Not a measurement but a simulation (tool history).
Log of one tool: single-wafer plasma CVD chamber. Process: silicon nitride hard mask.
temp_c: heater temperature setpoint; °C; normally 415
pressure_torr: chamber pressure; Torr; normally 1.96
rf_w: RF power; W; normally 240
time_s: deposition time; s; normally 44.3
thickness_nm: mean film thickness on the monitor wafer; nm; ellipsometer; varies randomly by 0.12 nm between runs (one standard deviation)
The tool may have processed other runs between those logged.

run,hour,temp_c,pressure_torr,rf_w,time_s,wafers since the last listed run,hours since the last thermocouple change,hours since the last RF generator calibration,hours since the last manometer calibration,hours since the showerhead was replaced,hours since the gauge calibration,"read-back reference wafer on the same gauge, thickness_nm",thickness_nm
1,0.0,415,1.96,240,44.3,0,1477.8,1289.1,2686.1,4855.3,408.2,46.011,41.185
2,14.1,415,1.96,240,47.5,322,1491.9,1303.2,2700.2,4869.4,422.3,46.000,44.625
3,29.2,415,1.58,240,44.3,345,1507.0,1318.3,2715.3,4884.5,437.4,45.993,38.996
4,59.2,415,1.58,240,44.3,687,1537.0,1348.3,2745.3,4914.5,467.4,45.990,38.780
5,73.3,415,1.96,240,44.3,322,1551.1,1362.4,2759.4,4928.6,481.5,46.013,41.406
6,104.0,415,1.96,240,44.3,703,1581.8,1393.1,2790.1,4959.3,512.2,46.011,41.284
7,119.5,415,1.96,240,44.3,355,1597.3,1408.6,2805.6,4974.8,527.7,46.023,41.449
8,135.6,415,1.96,240,44.3,368,1613.4,1424.7,2821.7,4990.9,543.8,46.013,41.386
9,150.6,415,1.96,240,44.3,343,1628.4,1439.7,2836.7,5005.9,558.8,46.004,41.513
10,163.8,426,1.96,240,44.3,302,1641.6,1452.9,2849.9,5019.1,572.0,45.997,41.206
11,194.8,426,1.96,240,44.3,710,1672.6,1483.9,2880.9,5050.1,603.0,46.018,41.297
# hour 289.7: RF generator calibrated
12,301.3,415,1.96,220,44.3,2256,1779.1,11.6,2987.4,5156.6,709.5,45.977,38.709
# hour 326.7: gauge calibrated
13,328.3,411,1.96,265,52.7,618,1806.1,38.6,3014.4,5183.6,1.6,45.990,50.794
# hour 349.9: capacitance manometer re-zeroed and calibrated
14,355.5,415,1.96,240,35.6,439,1833.3,65.8,5.6,5210.8,28.8,45.985,32.518
15,376.4,415,1.72,240,44.3,478,1854.2,86.7,26.5,5231.7,49.7,45.985,38.648
# hour 388.2: RF generator calibrated, repeated, since the last time left the tool worse
16,390.1,415,1.96,240,44.3,130,1867.9,1.9,40.2,5245.4,63.4,46.035,42.638
# hour 416.6: showerhead replaced
# hour 446.1: thermocouple changed; heater temperature recalibrated
17,455.2,428,1.82,270,40.7,1124,9.1,67.0,105.3,38.6,128.5,46.032,40.009
18,485.8,415,1.58,240,44.3,700,39.7,97.6,135.9,69.2,159.1,45.992,39.707
19,517.3,406,1.51,240,44.3,721,71.2,129.1,167.4,100.7,190.6,45.981,39.511
20,540.0,415,1.96,240,44.3,519,93.9,151.8,190.1,123.4,213.3,46.002,42.081
21,581.0,415,1.96,240,44.3,939,134.9,192.8,231.1,164.4,254.3,45.989,42.041
22,610.6,415,2.18,270,38.9,678,164.5,222.4,260.7,194.0,283.9,45.990,40.439
23,634.3,415,1.96,240,44.3,542,188.2,246.1,284.4,217.7,307.6,46.001,42.245
24,646.3,415,2.15,265,36.3,274,200.2,258.1,296.4,229.7,319.6,45.992,37.108

Alternative continuations, all from the tool just after run 24; predict every row:
A,646.7,415,1.96,240,44.3,9,200.6,258.5,296.8,230.1,320.0,?,?
B,646.7,411,1.96,240,44.3,9,200.6,258.5,296.8,230.1,320.0,?,?
C,646.7,420,1.96,225,41.7,9,200.6,258.5,296.8,230.1,320.0,?,?
D,646.7,423,1.96,285,44.3,9,200.6,258.5,296.8,230.1,320.0,?,?

run,"read-back reference wafer on the same gauge, thickness_nm",thickness_nm
A,45.997,41.984
B,45.997,42.070
C,45.997,38.143
D,45.997,45.684
With the hidden condition removed and each run's random variation left untouched, the same runs would have given:
run,thickness_nm
A,42.534
B,42.620
C,38.668
D,46.282
